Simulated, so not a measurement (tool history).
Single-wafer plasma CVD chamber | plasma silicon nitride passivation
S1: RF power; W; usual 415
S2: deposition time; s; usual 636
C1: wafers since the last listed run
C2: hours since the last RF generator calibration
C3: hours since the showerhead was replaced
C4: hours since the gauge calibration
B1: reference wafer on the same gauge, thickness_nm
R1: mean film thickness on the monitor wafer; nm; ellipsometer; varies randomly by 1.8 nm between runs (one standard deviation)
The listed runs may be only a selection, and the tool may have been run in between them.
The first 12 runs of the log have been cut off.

run	hour	S1	S2	C1	C2	C3	C4	B1	R1
13	299	415	666	33	1671.4	7884.3	755.7	949.138	913.05
14	316.5	415	636	45	1688.9	7901.8	773.2	948.778	867.157
# hour 346.4: RF generator calibrated
15	346.9	415	636	57	0.5	7932.2	803.6	949.387	889.003
16	367.6	450	672	53	21.2	7952.9	824.3	949	955.99
17	397	415	636	75	50.6	7982.3	853.7	948.89	889.052
18	424	415	636	69	77.6	8009.3	880.7	949.726	886.122
19	449.5	415	527	65	103.1	8034.8	906.2	948.873	735.151
20	479.8	415	666	78	133.4	8065.1	936.5	949.211	931.693
21	496.4	390	750	42	150	8081.7	953.1	948.618	1030.67
22	530.4	415	596	87	184	8115.7	987.1	949.275	830.805
# hour 542.8: gauge calibrated
# hour 559.2: showerhead replaced
23	559.7	415	730	54	213.3	0.5	16.9	949.708	1016.19
24	587.6	370	533	71	241.2	28.4	44.8	949.461	724.402
25	607.4	415	636	50	261	48.2	64.6	949.278	885.127
26	641.6	495	694	88	295.2	82.4	98.8	949.277	1010.759
27	659.5	415	636	46	313.1	100.3	116.7	949.447	887.801
28	681.6	415	636	56	335.2	122.4	138.8	948.763	884.95
29	702	345	551	52	355.6	142.8	159.2	948.744	733.147
30	718.3	350	636	41	371.9	159.1	175.5	949.286	853.313
31	744.8	450	672	68	398.4	185.6	202	948.99	952.082
32	774.9	470	636	77	428.5	215.7	232.1	948.941	915.664
33	790.6	415	636	40	444.2	231.4	247.8	949.963	885.88
34	804	415	636	34	457.6	244.8	261.2	949.358	885.837
35	833.1	350	594	74	486.7	273.9	290.3	948.627	794.272
36	857.6	450	730	63	511.2	298.4	314.8	949.209	1036.434

3 ways to go on from here, each from the tool as it stands after run 36. What would each give?
A	858.2	415	636	1	511.8	299	315.4	?	?
B	858.2	415	721	1	511.8	299	315.4	?	?
C	858.2	350	736	1	511.8	299	315.4	?	?

run	B1	R1
A	948.932	886.554
B	948.932	1005.04
C	948.932	985.276
With the hidden condition removed and each run's random variation left untouched, the same runs would have given:
run	R1
A	889.209
B	1008.05
C	988.227
